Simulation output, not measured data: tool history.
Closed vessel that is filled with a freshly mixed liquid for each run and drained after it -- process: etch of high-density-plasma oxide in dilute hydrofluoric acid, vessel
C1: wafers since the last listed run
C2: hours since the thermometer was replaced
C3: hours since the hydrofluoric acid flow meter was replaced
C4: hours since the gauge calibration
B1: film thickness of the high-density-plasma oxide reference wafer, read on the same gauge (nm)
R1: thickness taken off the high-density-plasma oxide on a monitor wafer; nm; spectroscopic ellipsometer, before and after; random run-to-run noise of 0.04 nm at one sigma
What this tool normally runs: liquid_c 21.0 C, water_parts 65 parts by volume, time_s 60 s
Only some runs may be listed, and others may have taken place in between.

Run 1, hour 0.0: usual settings; C1 0; C2 154.8; C3 444.9; C4 813.7; B1 109.963. Result: R1 4.437 nm.
Run 2, hour 67.5: usual settings; C1 9125; C2 222.3; C3 512.4; C4 881.2; B1 110.002. Result: R1 4.366 nm.
Run 3, hour 139.2: usual settings; C1 9693; C2 294.0; C3 584.1; C4 952.9; B1 110.020. Result: R1 4.363 nm.
Run 4, hour 183.3: usual settings; C1 5962; C2 338.1; C3 628.2; C4 997.0; B1 110.018. Result: R1 4.341 nm.
Run 5, hour 254.5: usual settings; C1 9625; C2 409.3; C3 699.4; C4 1068.2; B1 109.997. Result: R1 4.300 nm.
At hour 291.7: hydrofluoric acid flow meter replaced.
Run 6, hour 322.0: usual settings; C1 8990; C2 476.8; C3 30.3; C4 1135.7; B1 110.045. Result: R1 4.720 nm.
Run 7, hour 380.4: usual settings but water_parts 80 parts by volume; C1 7895; C2 535.2; C3 88.7; C4 1194.1; B1 109.994. Result: R1 3.717 nm.
Run 8, hour 446.1: usual settings but water_parts 80 parts by volume; C1 8882; C2 600.9; C3 154.4; C4 1259.8; B1 109.990. Result: R1 3.708 nm.
Run 9, hour 514.0: usual settings but water_parts 80 parts by volume; C1 9179; C2 668.8; C3 222.3; C4 1327.7; B1 109.982. Result: R1 3.669 nm.
At hour 558.7: thermometer replaced.
Run 10, hour 602.5: usual settings but liquid_c 19.5 C; C1 11829; C2 43.8; C3 310.8; C4 1416.2; B1 110.001. Result: R1 4.265 nm.
Run 11, hour 651.6: usual settings but liquid_c 19.5 C; C1 6638; C2 92.9; C3 359.9; C4 1465.3; B1 110.039. Result: R1 4.211 nm.
Run 12, hour 689.9: usual settings but liquid_c 19.5 C; C1 5177; C2 131.2; C3 398.2; C4 1503.6; B1 110.031. Result: R1 4.196 nm.
Run 13, hour 723.8: usual settings; C1 4583; C2 165.1; C3 432.1; C4 1537.5; B1 110.014. Result: R1 4.546 nm.
Run 14, hour 751.8: usual settings but water_parts 80 parts by volume, time_s 30 s; C1 3785; C2 193.1; C3 460.1; C4 1565.5; B1 109.997. Result: R1 1.768 nm.
Run 15, hour 812.1: usual settings but liquid_c 24.5 C, time_s 45 s; C1 8152; C2 253.4; C3 520.4; C4 1625.8; B1 109.983. Result: R1 3.820 nm.
Run 16, hour 839.9: usual settings but liquid_c 18.0 C, water_parts 55 parts by volume; C1 3758; C2 281.2; C3 548.2; C4 1653.6; B1 109.983. Result: R1 4.670 nm.
Run 17, hour 880.2: usual settings; C1 5448; C2 321.5; C3 588.5; C4 1693.9; B1 110.003. Result: R1 4.349 nm.
At hour 896.4: gauge calibrated.
Run 18, hour 919.0: usual settings but liquid_c 17.0 C; C1 5245; C2 360.3; C3 627.3; C4 22.6; B1 110.007. Result: R1 3.711 nm.
Run 19, hour 956.7: usual settings but liquid_c 17.0 C, time_s 45 s; C1 5096; C2 398.0; C3 665.0; C4 60.3; B1 110.053. Result: R1 2.746 nm.
Run 20, hour 1010.6: usual settings but liquid_c 25.0 C, water_parts 75 parts by volume, time_s 40 s; C1 7287; C2 451.9; C3 718.9; C4 114.2; B1 109.998. Result: R1 2.903 nm.
At hour 1025.9: hydrofluoric acid flow meter replaced.
Run 21, hour 1073.8: usual settings but liquid_c 17.0 C, water_parts 35 parts by volume; C1 8409; C2 515.1; C3 47.9; C4 177.4; B1 110.019. Result: R1 7.420 nm.
At hour 1102.8: thermometer replaced.
Run 22, hour 1103.8: usual settings but water_parts 90 parts by volume, time_s 75 s; C1 3920; C2 1.0; C3 77.9; C4 207.4; B1 109.994. Result: R1 4.000 nm.
Run 23, hour 1156.8: usual settings; C1 7165; C2 54.0; C3 130.9; C4 260.4; B1 109.962. Result: R1 4.535 nm.
Run 24, hour 1188.0: usual settings but liquid_c 23.0 C, water_parts 50 parts by volume; C1 4218; C2 85.2; C3 162.1; C4 291.6; B1 109.994. Result: R1 6.593 nm.
Run 25, hour 1257.6: usual settings but liquid_c 23.5 C, water_parts 50 parts by volume, time_s 75 s; C1 9409; C2 154.8; C3 231.7; C4 361.2; B1 109.976. Result: R1 8.206 nm.
Run 26, hour 1325.4: usual settings; C1 9166; C2 222.6; C3 299.5; C4 429.0; B1 110.025. Result: R1 4.484 nm.
Run 27, hour 1373.3: usual settings but liquid_c 24.5 C, water_parts 55 parts by volume, time_s 85 s; C1 6475; C2 270.5; C3 347.4; C4 476.9; B1 110.017. Result: R1 8.734 nm.
Run 28, hour 1432.4: usual settings but liquid_c 25.0 C, water_parts 80 parts by volume; C1 7990; C2 329.6; C3 406.5; C4 536.0; B1 109.997. Result: R1 4.175 nm.
Run 29, hour 1458.8: usual settings but water_parts 80 parts by volume, time_s 70 s; C1 3569; C2 356.0; C3 432.9; C4 562.4; B1 109.994. Result: R1 4.120 nm.
Run 30, hour 1523.7: usual settings but water_parts 80 parts by volume, time_s 85 s; C1 8774; C2 420.9; C3 497.8; C4 627.3; B1 109.968. Result: R1 4.959 nm.
Run 31, hour 1590.8: usual settings but liquid_c 19.0 C, water_parts 80 parts by volume; C1 9071; C2 488.0; C3 564.9; C4 694.4; B1 110.022. Result: R1 3.190 nm.

State the hidden condition of the tool at each of the runs:
liquid hotter than its thermometer reads (K): 0 on each run
gauge reads high (%): 0 on each run
H1: hydrofluoric acid flow below the setpoint (%)
run     H1
  1   4.41
  2   5.05
  3   5.74
  4   6.16
  5   6.84
  6  0.305
  7  0.864
  8   1.49
  9   2.14
 10   2.99
 11   3.46
 12   3.83
 13   4.15
 14   4.42
 15      5
 16   5.26
 17   5.65
 18   6.02
 19   6.38
 20   6.89
 21   1.58
 22   1.86
 23   2.37
 24   2.67
 25   3.34
 26   3.98
 27   4.44
 28   5.01
 29   5.26
 30   5.88
 31   6.52
